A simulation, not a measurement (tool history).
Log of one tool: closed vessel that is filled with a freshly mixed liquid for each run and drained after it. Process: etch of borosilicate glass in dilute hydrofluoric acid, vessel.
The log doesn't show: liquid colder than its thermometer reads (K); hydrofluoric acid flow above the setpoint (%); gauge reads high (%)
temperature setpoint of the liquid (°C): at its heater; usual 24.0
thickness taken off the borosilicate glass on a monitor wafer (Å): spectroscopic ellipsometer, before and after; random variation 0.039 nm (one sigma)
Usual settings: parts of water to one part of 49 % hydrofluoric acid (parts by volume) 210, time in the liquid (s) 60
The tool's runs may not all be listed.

run,hour,temperature setpoint of the liquid (°C),parts of water to one part of 49 % hydrofluoric acid (parts by volume),time in the liquid (s),wafers since the last listed run,hours since the thermometer was replaced,hours since the hydrofluoric acid flow meter was replaced,hours since the gauge calibration,"read-back film thickness of the borosilicate glass reference wafer, read on the same gauge (nm)",thickness taken off the borosilicate glass on a monitor wafer (Å)
1,0.0,27.5,210,50,0,1078.3,1618.5,47.0,110.02,96.3
2,13.8,27.5,210,50,1361,1092.1,1632.3,60.8,110.00,96.2
3,31.6,27.5,210,50,1755,1109.9,1650.1,78.6,110.02,97.0
4,47.1,24.0,210,60,1528,1125.4,1665.6,94.1,110.01,102.2
5,63.8,26.5,210,60,1647,1142.1,1682.3,110.8,110.02,111.5
6,78.5,26.5,210,60,1449,1156.8,1697.0,125.5,110.02,112.5
7,94.2,24.0,210,60,1548,1172.5,1712.7,141.2,110.00,103.2
8,111.2,22.5,210,60,1676,1189.5,1729.7,158.2,110.01,96.6
9,122.8,22.5,210,60,1144,1201.1,1741.3,169.8,109.99,97.8
# hour 134.0: hydrofluoric acid flow meter replaced
10,134.5,24.0,210,60,1055,1212.8,0.5,181.5,109.98,94.4
11,150.2,24.0,210,60,1548,1228.5,16.2,197.2,110.00,94.1
12,163.0,28.0,165,75,1262,1241.3,29.0,210.0,110.00,183.1
13,173.1,24.0,210,60,996,1251.4,39.1,220.1,109.99,94.0
14,185.2,24.0,210,40,1193,1263.5,51.2,232.2,110.01,62.9
15,235.5,28.0,265,95,4961,1313.8,101.5,282.5,109.99,128.8
# hour 236.8: thermometer replaced
16,248.8,24.0,290,60,1213,12.0,114.8,295.8,110.03,62.9
# hour 251.6: gauge calibrated
17,258.4,24.0,155,90,946,21.6,124.4,6.8,110.00,203.7
18,269.1,20.0,175,30,1055,32.3,135.1,17.5,110.00,50.9

The next listed run, before its measurement:
19,276.5,20.5,210,60,729,39.7,142.5,24.9,?,?

{"run 19": {"read-back film thickness of the borosilicate glass reference wafer, read on the same gauge (nm)": 110.0, "thickness taken off the borosilicate glass on a monitor wafer (Å)": 82.8}}
Without the tool's hidden state the same run would have given thickness taken off the borosilicate glass on a monitor wafer (Å) 80.4.
